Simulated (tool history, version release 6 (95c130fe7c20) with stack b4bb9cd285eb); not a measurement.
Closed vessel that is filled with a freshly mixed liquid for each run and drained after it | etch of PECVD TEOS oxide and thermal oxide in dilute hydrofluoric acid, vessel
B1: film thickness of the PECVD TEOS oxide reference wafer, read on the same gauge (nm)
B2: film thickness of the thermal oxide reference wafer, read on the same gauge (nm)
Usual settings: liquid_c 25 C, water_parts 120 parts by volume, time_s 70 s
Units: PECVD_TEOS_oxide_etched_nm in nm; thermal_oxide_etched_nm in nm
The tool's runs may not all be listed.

{"run": 1, "day": 0.0, "liquid_c": 25, "water_parts": 120, "time_s": 50, "B1": 60.05, "B2": 90.003, "PECVD_TEOS_oxide_etched_nm": 5.45, "thermal_oxide_etched_nm": 1.752}
{"run": 2, "day": 0.346, "liquid_c": 25, "water_parts": 120, "time_s": 50, "B1": 60.03, "B2": 89.983, "PECVD_TEOS_oxide_etched_nm": 5.42, "thermal_oxide_etched_nm": 1.765}
{"day": 0.762, "done": "gauge calibrated"}
{"run": 3, "day": 0.883, "liquid_c": 25, "water_parts": 170, "time_s": 55, "B1": 59.98, "B2": 90.024, "PECVD_TEOS_oxide_etched_nm": 3.95, "thermal_oxide_etched_nm": 1.267}
{"day": 1.808, "done": "hydrofluoric acid flow meter replaced"}
{"run": 4, "day": 2.175, "liquid_c": 25, "water_parts": 90, "time_s": 100, "B1": 60, "B2": 89.984, "PECVD_TEOS_oxide_etched_nm": 14.93, "thermal_oxide_etched_nm": 4.827}
{"run": 5, "day": 2.533, "liquid_c": 29.5, "water_parts": 170, "time_s": 100, "B1": 60.03, "B2": 90.012, "PECVD_TEOS_oxide_etched_nm": 8.46, "thermal_oxide_etched_nm": 2.782}
{"run": 6, "day": 2.854, "liquid_c": 27.5, "water_parts": 105, "time_s": 35, "B1": 59.98, "B2": 89.998, "PECVD_TEOS_oxide_etched_nm": 4.83, "thermal_oxide_etched_nm": 1.591}
{"run": 7, "day": 3.388, "liquid_c": 25, "water_parts": 120, "time_s": 70, "B1": 60.02, "B2": 89.986, "PECVD_TEOS_oxide_etched_nm": 7.51, "thermal_oxide_etched_nm": 2.453}
{"run": 8, "day": 3.917, "liquid_c": 25, "water_parts": 120, "time_s": 50, "B1": 60.02, "B2": 89.999, "PECVD_TEOS_oxide_etched_nm": 5.37, "thermal_oxide_etched_nm": 1.726}
{"run": 9, "day": 4.625, "liquid_c": 20.5, "water_parts": 90, "time_s": 100, "B1": 60.01, "B2": 89.996, "PECVD_TEOS_oxide_etched_nm": 12.28, "thermal_oxide_etched_nm": 4.05}
{"run": 10, "day": 5.092, "liquid_c": 29.5, "water_parts": 120, "time_s": 70, "B1": 60.03, "B2": 89.988, "PECVD_TEOS_oxide_etched_nm": 8.95, "thermal_oxide_etched_nm": 2.892}
{"run": 11, "day": 5.738, "liquid_c": 21, "water_parts": 120, "time_s": 90, "B1": 59.96, "B2": 89.996, "PECVD_TEOS_oxide_etched_nm": 8.17, "thermal_oxide_etched_nm": 2.672}
{"day": 5.8, "done": "thermometer replaced"}
{"run": 12, "day": 6.417, "liquid_c": 29, "water_parts": 75, "time_s": 70, "B1": 59.99, "B2": 90.016, "PECVD_TEOS_oxide_etched_nm": 16.48, "thermal_oxide_etched_nm": 5.318}
{"run": 13, "day": 6.733, "liquid_c": 23.5, "water_parts": 145, "time_s": 70, "B1": 60.01, "B2": 90.001, "PECVD_TEOS_oxide_etched_nm": 6.33, "thermal_oxide_etched_nm": 2.027}
{"run": 14, "day": 7.012, "liquid_c": 20.5, "water_parts": 90, "time_s": 100, "B1": 59.98, "B2": 90.022, "PECVD_TEOS_oxide_etched_nm": 13.76, "thermal_oxide_etched_nm": 4.414}
{"run": 15, "day": 7.546, "liquid_c": 25, "water_parts": 100, "time_s": 70, "B1": 60.01, "B2": 90.011, "PECVD_TEOS_oxide_etched_nm": 10.23, "thermal_oxide_etched_nm": 3.309}
{"run": 16, "day": 8.212, "liquid_c": 28.5, "water_parts": 120, "time_s": 70, "B1": 60.02, "B2": 90.008, "PECVD_TEOS_oxide_etched_nm": 9.5, "thermal_oxide_etched_nm": 3.143}
{"run": 17, "day": 8.812, "liquid_c": 27.5, "water_parts": 65, "time_s": 85, "B1": 59.98, "B2": 90.014, "PECVD_TEOS_oxide_etched_nm": 22.1, "thermal_oxide_etched_nm": 7.166}
{"run": 18, "day": 9.075, "liquid_c": 22, "water_parts": 165, "time_s": 85, "B1": 59.97, "B2": 89.968, "PECVD_TEOS_oxide_etched_nm": 6.2, "thermal_oxide_etched_nm": 2.034}
{"run": 19, "day": 9.433, "liquid_c": 25, "water_parts": 120, "time_s": 70, "B1": 59.99, "B2": 90.002, "PECVD_TEOS_oxide_etched_nm": 8.31, "thermal_oxide_etched_nm": 2.719}
{"run": 20, "day": 9.696, "liquid_c": 23.5, "water_parts": 120, "time_s": 70, "B1": 59.97, "B2": 89.992, "PECVD_TEOS_oxide_etched_nm": 7.82, "thermal_oxide_etched_nm": 2.599}
{"run": 21, "day": 10.258, "liquid_c": 21.5, "water_parts": 155, "time_s": 70, "B1": 60.03, "B2": 89.995, "PECVD_TEOS_oxide_etched_nm": 5.36, "thermal_oxide_etched_nm": 1.718}
{"run": 22, "day": 10.858, "liquid_c": 25, "water_parts": 120, "time_s": 95, "B1": 60, "B2": 90.001, "PECVD_TEOS_oxide_etched_nm": 11.23, "thermal_oxide_etched_nm": 3.536}
{"run": 23, "day": 11.562, "liquid_c": 29.5, "water_parts": 155, "time_s": 100, "B1": 60.01, "B2": 89.982, "PECVD_TEOS_oxide_etched_nm": 10.37, "thermal_oxide_etched_nm": 3.291}
{"run": 24, "day": 11.817, "liquid_c": 25, "water_parts": 120, "time_s": 70, "B1": 60.02, "B2": 89.998, "PECVD_TEOS_oxide_etched_nm": 8.28, "thermal_oxide_etched_nm": 2.7}
{"run": 25, "day": 12.475, "liquid_c": 30, "water_parts": 75, "time_s": 45, "B1": 60.01, "B2": 90.021, "PECVD_TEOS_oxide_etched_nm": 10.93, "thermal_oxide_etched_nm": 3.534}
{"run": 26, "day": 13.054, "liquid_c": 20.5, "water_parts": 120, "time_s": 70, "B1": 60, "B2": 90, "PECVD_TEOS_oxide_etched_nm": 6.95, "thermal_oxide_etched_nm": 2.243}

4 ways to go on from here, each from the tool as it stands after run 26. What would each give?
{"run": "A", "day": 13.083, "liquid_c": 21.5, "water_parts": 120, "time_s": 70, "B1": "?", "B2": "?", "PECVD_TEOS_oxide_etched_nm": "?", "thermal_oxide_etched_nm": "?"}
{"run": "B", "day": 13.083, "liquid_c": 23.5, "water_parts": 120, "time_s": 90, "B1": "?", "B2": "?", "PECVD_TEOS_oxide_etched_nm": "?", "thermal_oxide_etched_nm": "?"}
{"run": "C", "day": 13.083, "liquid_c": 25, "water_parts": 120, "time_s": 60, "B1": "?", "B2": "?", "PECVD_TEOS_oxide_etched_nm": "?", "thermal_oxide_etched_nm": "?"}
{"run": "D", "day": 13.083, "liquid_c": 25, "water_parts": 60, "time_s": 55, "B1": "?", "B2": "?", "PECVD_TEOS_oxide_etched_nm": "?", "thermal_oxide_etched_nm": "?"}

run=A B1=60 B2=90.007 PECVD_TEOS_oxide_etched_nm=7.18 thermal_oxide_etched_nm=2.358
run=B B1=60 B2=90.007 PECVD_TEOS_oxide_etched_nm=10 thermal_oxide_etched_nm=3.282
run=C B1=60 B2=90.007 PECVD_TEOS_oxide_etched_nm=7.07 thermal_oxide_etched_nm=2.32
run=D B1=60 B2=90.007 PECVD_TEOS_oxide_etched_nm=13.98 thermal_oxide_etched_nm=4.591
Without the tool's hidden state the same runs would have given:
run=A PECVD_TEOS_oxide_etched_nm=7.27 thermal_oxide_etched_nm=2.386
run=B PECVD_TEOS_oxide_etched_nm=10.11 thermal_oxide_etched_nm=3.32
run=C PECVD_TEOS_oxide_etched_nm=7.15 thermal_oxide_etched_nm=2.347
run=D PECVD_TEOS_oxide_etched_nm=14.15 thermal_oxide_etched_nm=4.645
